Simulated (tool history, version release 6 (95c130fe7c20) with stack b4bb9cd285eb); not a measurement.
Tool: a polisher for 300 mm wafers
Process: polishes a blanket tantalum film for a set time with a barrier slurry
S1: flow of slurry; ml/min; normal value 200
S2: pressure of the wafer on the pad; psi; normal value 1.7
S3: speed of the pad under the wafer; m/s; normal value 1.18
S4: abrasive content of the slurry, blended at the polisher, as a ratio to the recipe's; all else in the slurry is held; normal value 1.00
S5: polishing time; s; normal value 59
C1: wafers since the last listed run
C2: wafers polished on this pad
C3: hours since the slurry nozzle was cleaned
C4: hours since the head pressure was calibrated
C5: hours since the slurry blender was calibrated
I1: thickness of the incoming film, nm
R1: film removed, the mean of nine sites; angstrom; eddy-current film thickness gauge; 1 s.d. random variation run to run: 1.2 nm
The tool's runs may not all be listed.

run	hour	S1	S2	S3	S4	S5	C1	C2	C3	C4	C5	I1	R1
1	0.0	240	1.7	1.18	1.00	59	0	312	350.4	389.1	316.5	281.7	940
# hour 19.1: slurry blender recalibrated
2	50.3	240	1.7	1.18	1.00	59	313	625	400.7	439.4	31.2	277.4	939
3	65.7	240	1.7	1.18	1.00	59	99	725	416.1	454.8	46.6	285.3	929
4	77.5	200	1.7	1.18	1.00	59	76	802	427.9	466.6	58.4	281.4	896
5	89.2	200	1.7	1.18	1.00	59	75	878	439.6	478.3	70.1	283.0	920
6	104.5	200	1.7	1.18	1.00	59	99	977	454.9	493.6	85.4	280.8	924
7	113.2	200	1.7	1.18	1.00	59	56	1034	463.6	502.3	94.1	276.0	905
8	126.3	200	1.7	1.18	1.00	59	85	1119	476.7	515.4	107.2	284.8	890
# hour 139.2: worn pad replaced by a new one
# hour 143.0: head pressure recalibrated
9	143.5	200	1.7	1.18	1.00	59	72	14	493.9	0.5	124.4	280.4	908
10	154.2	200	1.7	1.18	1.00	59	69	84	504.6	11.2	135.1	284.5	916
11	164.7	200	1.7	1.18	1.00	59	68	152	515.1	21.7	145.6	278.0	919
12	174.5	200	1.7	1.18	1.00	59	63	215	524.9	31.5	155.4	274.1	910
# hour 223.3: slurry nozzle cleaned
13	226.4	200	1.7	1.18	1.20	66	330	546	3.1	83.4	207.3	276.5	1147
14	242.9	200	1.7	1.18	1.00	59	107	653	19.6	99.9	223.8	279.6	977
15	257.4	200	1.7	1.18	1.00	59	94	747	34.1	114.4	238.3	278.5	961
16	272.7	200	1.7	1.18	1.00	59	99	846	49.4	129.7	253.6	280.7	970
17	282.6	200	1.7	1.18	1.00	59	64	910	59.3	139.6	263.5	279.6	968
18	290.4	200	1.7	1.18	1.00	59	50	961	67.1	147.4	271.3	280.8	948
19	304.0	200	1.7	1.56	1.00	59	88	1049	80.7	161.0	284.9	284.6	1244
20	312.1	200	1.1	1.18	1.20	59	52	1102	88.8	169.1	293.0	282.7	768
# hour 316.0: slurry blender recalibrated
# hour 325.1: worn pad replaced by a new one
21	326.2	200	1.7	1.18	1.00	76	52	6	102.9	183.2	10.2	282.6	1244
22	337.1	230	2.0	1.18	1.00	77	70	77	113.8	194.1	21.1	281.2	1400
23	344.6	200	1.7	1.18	1.00	59	48	126	121.3	201.6	28.6	277.3	963
24	353.9	200	1.7	1.42	1.00	59	60	186	130.6	210.9	37.9	277.3	1134
25	367.5	200	1.7	1.18	1.00	59	88	274	144.2	224.5	51.5	276.1	960
26	384.1	200	1.1	1.18	1.00	59	107	382	160.8	241.1	68.1	279.1	721
27	393.3	200	2.0	0.88	0.90	50	59	442	170.0	250.3	77.3	279.4	660
28	402.1	150	1.7	1.06	1.00	67	57	499	178.8	259.1	86.1	282.2	933
29	410.9	155	1.7	1.18	1.00	59	57	556	187.6	267.9	94.9	282.9	909
30	420.6	200	1.9	0.80	1.00	65	62	619	197.3	277.6	104.6	283.3	761
31	429.4	265	1.2	1.18	1.25	73	57	676	206.1	286.4	113.4	278.7	1041

Forecast each of these 4 alternatives for the next run:
A	429.8	200	1.7	1.18	1.00	59	2	679	206.5	286.8	113.8	278.9	?
B	429.8	200	1.7	1.00	0.80	59	2	679	206.5	286.8	113.8	278.9	?
C	429.8	165	1.1	1.18	0.80	59	2	679	206.5	286.8	113.8	278.9	?
D	429.8	260	1.7	1.18	1.20	59	2	679	206.5	286.8	113.8	278.9	?

run	R1
A	922
B	725
C	632
D	1006
With the hidden condition removed and each run's random variation left untouched, the same runs would have given:
run	R1
A	955
B	752
C	659
D	1036

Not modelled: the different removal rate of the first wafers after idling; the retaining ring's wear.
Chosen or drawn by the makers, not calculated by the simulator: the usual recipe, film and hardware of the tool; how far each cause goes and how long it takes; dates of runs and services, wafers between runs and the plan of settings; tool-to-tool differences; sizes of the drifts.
